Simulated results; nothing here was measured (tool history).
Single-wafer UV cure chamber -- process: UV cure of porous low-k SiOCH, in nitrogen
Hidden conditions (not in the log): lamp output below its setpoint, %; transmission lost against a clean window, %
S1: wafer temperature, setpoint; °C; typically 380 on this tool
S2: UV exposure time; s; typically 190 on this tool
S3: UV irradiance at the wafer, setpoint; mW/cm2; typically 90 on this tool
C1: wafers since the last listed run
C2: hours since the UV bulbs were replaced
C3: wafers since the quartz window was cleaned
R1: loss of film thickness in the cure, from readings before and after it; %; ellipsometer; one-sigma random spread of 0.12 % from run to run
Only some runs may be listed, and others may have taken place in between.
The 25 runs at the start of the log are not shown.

{"hour": 1678.0, "done": "quartz window cleaned"}
{"run": 26, "hour": 1698.5, "S1": 362, "S2": 125, "S3": 114, "C1": 259, "C2": 185.3, "C3": 137, "R1": 7.186}
{"run": 27, "hour": 1754.6, "S1": 361, "S2": 120, "S3": 61, "C1": 376, "C2": 241.4, "C3": 514, "R1": 4.827}
{"run": 28, "hour": 1812.2, "S1": 393, "S2": 190, "S3": 90, "C1": 386, "C2": 299.0, "C3": 901, "R1": 7.735}
{"run": 29, "hour": 1914.1, "S1": 394, "S2": 145, "S3": 63, "C1": 684, "C2": 400.9, "C3": 1585, "R1": 5.46}
{"run": 30, "hour": 1984.2, "S1": 380, "S2": 260, "S3": 78, "C1": 470, "C2": 471.0, "C3": 2056, "R1": 8.14}
{"run": 31, "hour": 2083.5, "S1": 380, "S2": 190, "S3": 90, "C1": 666, "C2": 570.3, "C3": 2722, "R1": 7.18}
{"run": 32, "hour": 2166.6, "S1": 380, "S2": 85, "S3": 101, "C1": 558, "C2": 653.4, "C3": 3280, "R1": 5.14}
{"hour": 2195.4, "done": "quartz window cleaned"}
{"run": 33, "hour": 2220.0, "S1": 380, "S2": 190, "S3": 90, "C1": 304, "C2": 706.8, "C3": 165, "R1": 8.071}
{"run": 34, "hour": 2304.7, "S1": 380, "S2": 285, "S3": 90, "C1": 568, "C2": 791.5, "C3": 733, "R1": 9.119}
{"run": 35, "hour": 2347.7, "S1": 380, "S2": 190, "S3": 90, "C1": 288, "C2": 834.5, "C3": 1022, "R1": 7.599}
{"run": 36, "hour": 2419.7, "S1": 398, "S2": 270, "S3": 90, "C1": 483, "C2": 906.5, "C3": 1506, "R1": 8.742}
{"run": 37, "hour": 2491.7, "S1": 388, "S2": 235, "S3": 53, "C1": 483, "C2": 978.5, "C3": 1989, "R1": 6.333}
{"run": 38, "hour": 2529.9, "S1": 387, "S2": 190, "S3": 90, "C1": 256, "C2": 1016.7, "C3": 2246, "R1": 7.371}
{"run": 39, "hour": 2608.0, "S1": 380, "S2": 190, "S3": 115, "C1": 524, "C2": 1094.8, "C3": 2770, "R1": 8.297}

For run 40, what comes out?
{"run": 40, "hour": 2659.3, "S1": 370, "S2": 280, "S3": 90, "C1": 344, "C2": 1146.1, "C3": 3114, "R1": "?"}

R1: 8.489 %
Minus the tool's unlogged condition, the same run would have read R1 9.410 %.
